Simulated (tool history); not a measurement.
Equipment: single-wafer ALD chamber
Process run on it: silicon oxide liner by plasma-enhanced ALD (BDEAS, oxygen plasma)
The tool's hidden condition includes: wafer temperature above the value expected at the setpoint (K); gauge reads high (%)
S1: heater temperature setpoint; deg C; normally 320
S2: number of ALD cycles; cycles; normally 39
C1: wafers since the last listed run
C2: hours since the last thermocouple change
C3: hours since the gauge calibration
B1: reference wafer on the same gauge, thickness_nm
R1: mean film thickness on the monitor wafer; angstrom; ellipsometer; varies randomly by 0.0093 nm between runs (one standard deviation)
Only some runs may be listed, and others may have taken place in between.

run,day,S1,S2,C1,C2,C3,B1,R1
1,0,320,39,0,941.6,78.4,3.502,36.75
2,0.8,320,39,213,960.8,97.6,3.498,36.58
3,1.325,320,39,140,973.4,110.2,3.496,36.65
4,2.792,312,39,391,1008.6,145.4,3.494,37.06
5,3.821,320,39,274,1033.3,170.1,3.488,36.63
6,4.671,320,39,226,1053.7,190.5,3.488,36.68
7,5.238,320,39,151,1067.3,204.1,3.487,36.52
8,5.9,320,39,176,1083.2,220,3.489,36.65
9,8.383,320,39,662,1142.8,279.6,3.484,36.44
# day 8.967: gauge calibrated
10,9.296,320,39,243,1164.7,7.9,3.526,37.01
11,10.179,320,39,235,1185.9,29.1,3.517,36.9
12,11.179,325,41,266,1209.9,53.1,3.51,38.42
13,12.446,327,35,338,1240.3,83.5,3.503,32.73
14,13.433,320,39,263,1264,107.2,3.5,36.71
15,14.712,320,39,341,1294.7,137.9,3.498,36.81
16,15.292,312,37,154,1308.6,151.8,3.493,34.99
17,16.454,316,34,310,1336.5,179.7,3.492,32.13
# day 16.867: thermocouple changed; heater temperature recalibrated
18,17.238,310,42,120,8.9,198.5,3.49,40.03
19,18.254,308,42,271,33.3,222.9,3.489,40
20,19.058,320,39,214,52.6,242.2,3.488,36.47
21,19.604,308,35,145,65.7,255.3,3.489,33.3
22,20.167,320,39,150,79.2,268.8,3.486,36.58
23,21.671,306,43,401,115.3,304.9,3.487,41.05

For some of the steps in R1 from one run to the next: how much would appear even if the tool had no hidden state, given the settings, what came in and random variation, and how much remains for the hidden state plus any gauge scatter that the measured result and the result without hidden state don't share?
Run 9 -> 10: gauge calibrated. R1 +0.57 angstrom: hidden state +0.43, all else +0.14.
Run 12 -> 13: S1 325 -> 327, S2 41 -> 35. R1 -5.69 angstrom: hidden state -0.03, all else -5.66.
Run 17 -> 18: S1 316 -> 310, S2 34 -> 42, thermocouple changed; heater temperature recalibrated. R1 +7.9 angstrom: hidden state -0.1, all else +8.
